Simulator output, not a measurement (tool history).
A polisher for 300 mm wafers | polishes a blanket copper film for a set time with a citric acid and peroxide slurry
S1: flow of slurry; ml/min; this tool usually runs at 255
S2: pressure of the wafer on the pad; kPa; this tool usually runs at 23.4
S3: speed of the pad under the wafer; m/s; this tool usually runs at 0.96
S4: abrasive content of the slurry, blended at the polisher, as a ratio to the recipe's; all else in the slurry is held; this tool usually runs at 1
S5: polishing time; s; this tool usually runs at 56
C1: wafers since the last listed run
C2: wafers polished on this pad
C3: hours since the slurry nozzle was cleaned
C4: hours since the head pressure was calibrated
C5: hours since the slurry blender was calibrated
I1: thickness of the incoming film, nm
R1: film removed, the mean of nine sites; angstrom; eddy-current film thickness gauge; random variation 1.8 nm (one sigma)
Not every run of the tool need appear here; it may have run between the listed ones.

run 1 hour=0 | S1=255 S2=23.4 S3=0.96 S4=1 S5=56 | C1=0 C2=328 C3=299.3 C4=507.2 C5=233.9 | I1=872.4 | R1=1758
run 2 hour=16 | S1=255 S2=23.4 S3=0.96 S4=1 S5=56 | C1=130 C2=459 C3=315.3 C4=523.2 C5=249.9 | I1=886.5 | R1=1769
run 3 hour=27.9 | S1=255 S2=23.4 S3=0.96 S4=1 S5=56 | C1=97 C2=556 C3=327.2 C4=535.1 C5=261.8 | I1=874.5 | R1=1779
run 4 hour=39.1 | S1=255 S2=23.4 S3=0.96 S4=1 S5=56 | C1=91 C2=647 C3=338.4 C4=546.3 C5=273 | I1=864.7 | R1=1761
run 5 hour=46.9 | S1=255 S2=23.4 S3=1.24 S4=1 S5=76 | C1=63 C2=711 C3=346.2 C4=554.1 C5=280.8 | I1=884.2 | R1=2995
-- hour=55 slurry blender recalibrated
run 6 hour=57.8 | S1=255 S2=23.4 S3=0.96 S4=1 S5=56 | C1=72 C2=784 C3=357.1 C4=565 C5=2.8 | I1=882.2 | R1=1749
run 7 hour=71.9 | S1=255 S2=23.4 S3=0.96 S4=1 S5=56 | C1=115 C2=899 C3=371.2 C4=579.1 C5=16.9 | I1=881.2 | R1=1799
-- hour=79.2 worn pad replaced by a new one
run 8 hour=86.4 | S1=255 S2=23.4 S3=0.96 S4=1.15 S5=56 | C1=85 C2=58 C3=385.7 C4=593.6 C5=31.4 | I1=873.4 | R1=1831
run 9 hour=94.6 | S1=220 S2=30.3 S3=0.82 S4=1 S5=37 | C1=66 C2=125 C3=393.9 C4=601.8 C5=39.6 | I1=880.3 | R1=1298
run 10 hour=135.5 | S1=225 S2=15.9 S3=0.96 S4=1 S5=56 | C1=333 C2=459 C3=434.8 C4=642.7 C5=80.5 | I1=877.7 | R1=1175
run 11 hour=144.4 | S1=255 S2=23.4 S3=1.24 S4=1 S5=56 | C1=72 C2=532 C3=443.7 C4=651.6 C5=89.4 | I1=873.1 | R1=2244
run 12 hour=155.4 | S1=255 S2=23.4 S3=0.96 S4=1 S5=56 | C1=89 C2=621 C3=454.7 C4=662.6 C5=100.4 | I1=885 | R1=1755
run 13 hour=164.1 | S1=300 S2=23.4 S3=0.7 S4=1.2 S5=73 | C1=70 C2=692 C3=463.4 C4=671.3 C5=109.1 | I1=876.1 | R1=1854
run 14 hour=178.1 | S1=255 S2=23.4 S3=0.68 S4=1 S5=61 | C1=114 C2=807 C3=477.4 C4=685.3 C5=123.1 | I1=874.7 | R1=1447
run 15 hour=191 | S1=255 S2=29 S3=0.96 S4=1.15 S5=42 | C1=105 C2=912 C3=490.3 C4=698.2 C5=136 | I1=878.3 | R1=1688
-- hour=201.1 worn pad replaced by a new one
run 16 hour=208.2 | S1=255 S2=19.3 S3=0.96 S4=0.7 S5=56 | C1=107 C2=58 C3=507.5 C4=715.4 C5=153.2 | I1=870.3 | R1=1327
run 17 hour=216.4 | S1=255 S2=23.4 S3=0.96 S4=1 S5=56 | C1=66 C2=125 C3=515.7 C4=723.6 C5=161.4 | I1=892.8 | R1=1757
run 18 hour=233.4 | S1=255 S2=23.4 S3=0.96 S4=1 S5=56 | C1=138 C2=263 C3=532.7 C4=740.6 C5=178.4 | I1=865.2 | R1=1750
-- hour=238.5 head pressure recalibrated
run 19 hour=240.7 | S1=215 S2=23.4 S3=0.96 S4=1 S5=56 | C1=43 C2=307 C3=540 C4=2.2 C5=185.7 | I1=877.6 | R1=1557
run 20 hour=256.8 | S1=300 S2=27.6 S3=0.96 S4=1.25 S5=56 | C1=131 C2=438 C3=556.1 C4=18.3 C5=201.8 | I1=882.6 | R1=1968
-- hour=259.2 slurry nozzle cleaned
run 21 hour=273.9 | S1=255 S2=23.4 S3=0.96 S4=1.15 S5=66 | C1=131 C2=569 C3=14.7 C4=35.4 C5=218.9 | I1=869.9 | R1=1959
run 22 hour=312.9 | S1=255 S2=23.4 S3=0.96 S4=1 S5=56 | C1=318 C2=888 C3=53.7 C4=74.4 C5=257.9 | I1=870.3 | R1=1598
-- hour=323.6 worn pad replaced by a new one
run 23 hour=324.6 | S1=210 S2=15.9 S3=0.76 S4=0.85 S5=56 | C1=62 C2=8 C3=65.4 C4=86.1 C5=269.6 | I1=880.8 | R1=832
run 24 hour=340.3 | S1=255 S2=23.4 S3=0.96 S4=1 S5=56 | C1=128 C2=136 C3=81.1 C4=101.8 C5=285.3 | I1=876.4 | R1=1627
run 25 hour=351.3 | S1=185 S2=20 S3=0.96 S4=1 S5=39 | C1=89 C2=226 C3=92.1 C4=112.8 C5=296.3 | I1=873.5 | R1=931
-- hour=355.2 slurry blender recalibrated
run 26 hour=367.5 | S1=255 S2=23.4 S3=0.96 S4=1 S5=56 | C1=115 C2=342 C3=108.3 C4=129 C5=12.3 | I1=877.1 | R1=1646
run 27 hour=375.6 | S1=255 S2=23.4 S3=0.96 S4=1 S5=56 | C1=66 C2=408 C3=116.4 C4=137.1 C5=20.4 | I1=867.3 | R1=1669
run 28 hour=392.2 | S1=190 S2=26.9 S3=0.76 S4=0.9 S5=56 | C1=135 C2=543 C3=133 C4=153.7 C5=37 | I1=875.6 | R1=1465
run 29 hour=400.3 | S1=255 S2=23.4 S3=0.96 S4=0.9 S5=56 | C1=66 C2=609 C3=141.1 C4=161.8 C5=45.1 | I1=884.7 | R1=1626

Forecast each of these 5 alternatives for the next run:
run A hour=400.7 | S1=255 S2=23.4 S3=0.84 S4=1 S5=56 | C1=3 C2=613 C3=141.5 C4=162.2 C5=45.5 | I1=883.8 | R1=?
run B hour=400.7 | S1=255 S2=23.4 S3=0.96 S4=1 S5=49 | C1=3 C2=613 C3=141.5 C4=162.2 C5=45.5 | I1=883.8 | R1=?
run C hour=400.7 | S1=255 S2=23.4 S3=0.68 S4=1 S5=56 | C1=3 C2=613 C3=141.5 C4=162.2 C5=45.5 | I1=883.8 | R1=?
run D hour=400.7 | S1=310 S2=23.4 S3=0.66 S4=1 S5=56 | C1=3 C2=613 C3=141.5 C4=162.2 C5=45.5 | I1=883.8 | R1=?
run E hour=400.7 | S1=295 S2=23.4 S3=0.96 S4=1 S5=44 | C1=3 C2=613 C3=141.5 C4=162.2 C5=45.5 | I1=883.8 | R1=?

run=A R1=1504
run=B R1=1476
run=C R1=1260
run=D R1=1249
run=E R1=1342
With no hidden state in the tool, these same runs would have given:
run=A R1=1439
run=B R1=1413
run=C R1=1206
run=D R1=1196
run=E R1=1285
